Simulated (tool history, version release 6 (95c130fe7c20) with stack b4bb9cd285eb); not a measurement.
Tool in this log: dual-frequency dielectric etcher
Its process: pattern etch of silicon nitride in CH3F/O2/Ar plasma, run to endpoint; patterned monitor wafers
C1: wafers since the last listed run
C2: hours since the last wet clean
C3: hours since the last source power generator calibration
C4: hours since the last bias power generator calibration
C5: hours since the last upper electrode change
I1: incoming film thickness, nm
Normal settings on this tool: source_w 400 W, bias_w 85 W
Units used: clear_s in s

Run 1, hour 0: usual settings; C1 0; C2 380.4; C3 3585.2; C4 2130.5; C5 2191; I1 44.38. Result: clear_s 60.5 s.
Run 2, hour 12.3: usual settings; C1 119; C2 392.7; C3 3597.5; C4 2142.8; C5 2203.3; I1 45.1. Result: clear_s 60.4 s.
Run 3, hour 20.1: usual settings; C1 75; C2 400.5; C3 3605.3; C4 2150.6; C5 2211.1; I1 44.75. Result: clear_s 60.6 s.
Run 4, hour 36.4: usual settings; C1 158; C2 416.8; C3 3621.6; C4 2166.9; C5 2227.4; I1 44.37. Result: clear_s 60.5 s.
Run 5, hour 47.4: usual settings; C1 106; C2 427.8; C3 3632.6; C4 2177.9; C5 2238.4; I1 44.49. Result: clear_s 59.8 s.
Run 6, hour 64.3: usual settings; C1 164; C2 444.7; C3 3649.5; C4 2194.8; C5 2255.3; I1 44.46. Result: clear_s 60.5 s.
Run 7, hour 78.2: usual settings; C1 135; C2 458.6; C3 3663.4; C4 2208.7; C5 2269.2; I1 44.1. Result: clear_s 60 s.
Run 8, hour 92.3: usual settings; C1 136; C2 472.7; C3 3677.5; C4 2222.8; C5 2283.3; I1 44.43. Result: clear_s 60.1 s.
Run 9, hour 102.7: usual settings; C1 101; C2 483.1; C3 3687.9; C4 2233.2; C5 2293.7; I1 45. Result: clear_s 61.1 s.
Run 10, hour 117: usual settings; C1 138; C2 497.4; C3 3702.2; C4 2247.5; C5 2308; I1 44.53. Result: clear_s 60.9 s.
Run 11, hour 131.9: usual settings; C1 144; C2 512.3; C3 3717.1; C4 2262.4; C5 2322.9; I1 44.48. Result: clear_s 60.7 s.
At hour 141.1: source power generator calibrated.
At hour 144.6: bias power generator calibrated.
At hour 156.5: upper electrode replaced.
Run 12, hour 157: usual settings; C1 55; C2 537.4; C3 15.9; C4 12.4; C5 0.5; I1 44.43. Result: clear_s 60.9 s.
Run 13, hour 157.3: usual settings but bias_w 99 W; C1 2; C2 537.7; C3 16.2; C4 12.7; C5 0.8; I1 44.98. Result: clear_s 58.7 s.
At hour 190.4: wet clean of the chamber.
Run 14, hour 190.9: usual settings but bias_w 72 W; C1 93; C2 0.5; C3 49.8; C4 46.3; C5 34.4; I1 44.14. Result: clear_s 60.7 s.
Run 15, hour 191.2: usual settings but bias_w 104 W; C1 2; C2 0.8; C3 50.1; C4 46.6; C5 34.7; I1 44.46. Result: clear_s 53.8 s.
Run 16, hour 191.6: usual settings but source_w 470 W, bias_w 69 W; C1 3; C2 1.2; C3 50.5; C4 47; C5 35.1; I1 44.57. Result: clear_s 59.5 s.
Run 17, hour 198.2: usual settings but source_w 470 W, bias_w 69 W; C1 64; C2 7.8; C3 57.1; C4 53.6; C5 41.7; I1 44.55. Result: clear_s 59.1 s.
Run 18, hour 213.1: usual settings but source_w 480 W, bias_w 65 W; C1 144; C2 22.7; C3 72; C4 68.5; C5 56.6; I1 44.4. Result: clear_s 59.8 s.
Run 19, hour 224.8: usual settings; C1 113; C2 34.4; C3 83.7; C4 80.2; C5 68.3; I1 44.54. Result: clear_s 58.6 s.
Run 20, hour 241.2: usual settings but source_w 360 W, bias_w 70 W; C1 159; C2 50.8; C3 100.1; C4 96.6; C5 84.7; I1 44.43. Result: clear_s 63.9 s.
Run 21, hour 258.8: usual settings but source_w 490 W; C1 170; C2 68.4; C3 117.7; C4 114.2; C5 102.3; I1 44.15. Result: clear_s 55.1 s.
Run 22, hour 265.1: usual settings; C1 61; C2 74.7; C3 124; C4 120.5; C5 108.6; I1 44.4. Result: clear_s 58 s.
Run 23, hour 272.2: usual settings but source_w 480 W; C1 68; C2 81.8; C3 131.1; C4 127.6; C5 115.7; I1 44.62. Result: clear_s 56 s.
Run 24, hour 282.8: usual settings; C1 102; C2 92.4; C3 141.7; C4 138.2; C5 126.3; I1 44.32. Result: clear_s 58.5 s.
Run 25, hour 295.9: usual settings but source_w 500 W; C1 127; C2 105.5; C3 154.8; C4 151.3; C5 139.4; I1 44.69. Result: clear_s 54.6 s.
Run 26, hour 310.1: usual settings but source_w 350 W; C1 137; C2 119.7; C3 169; C4 165.5; C5 153.6; I1 44.09. Result: clear_s 60.6 s.

Below are 5 alternative next runs, each starting from the tool's condition after run 26. Predict each:
Run A, hour 310.5: usual settings but bias_w 98 W; C1 3; C2 120.1; C3 169.4; C4 165.9; C5 154; I1 44.81. Result: clear_s ?.
Run B, hour 310.5: usual settings but source_w 450 W, bias_w 72 W; C1 3; C2 120.1; C3 169.4; C4 165.9; C5 154; I1 44.81. Result: clear_s ?.
Run C, hour 310.5: usual settings but source_w 310 W, bias_w 68 W; C1 3; C2 120.1; C3 169.4; C4 165.9; C5 154; I1 44.81. Result: clear_s ?.
Run D, hour 310.5: usual settings but source_w 490 W, bias_w 76 W; C1 3; C2 120.1; C3 169.4; C4 165.9; C5 154; I1 44.81. Result: clear_s ?.
Run E, hour 310.5: usual settings but source_w 460 W, bias_w 68 W; C1 3; C2 120.1; C3 169.4; C4 165.9; C5 154; I1 44.81. Result: clear_s ?.

run  clear_s
  A     56.5
  B     60.1
  C     68.6
  D     57.5
  E     60.7
Had the tool no hidden state, the same runs would have come out as:
run  clear_s
  A       56
  B     59.4
  C     67.8
  D     56.9
  E       60
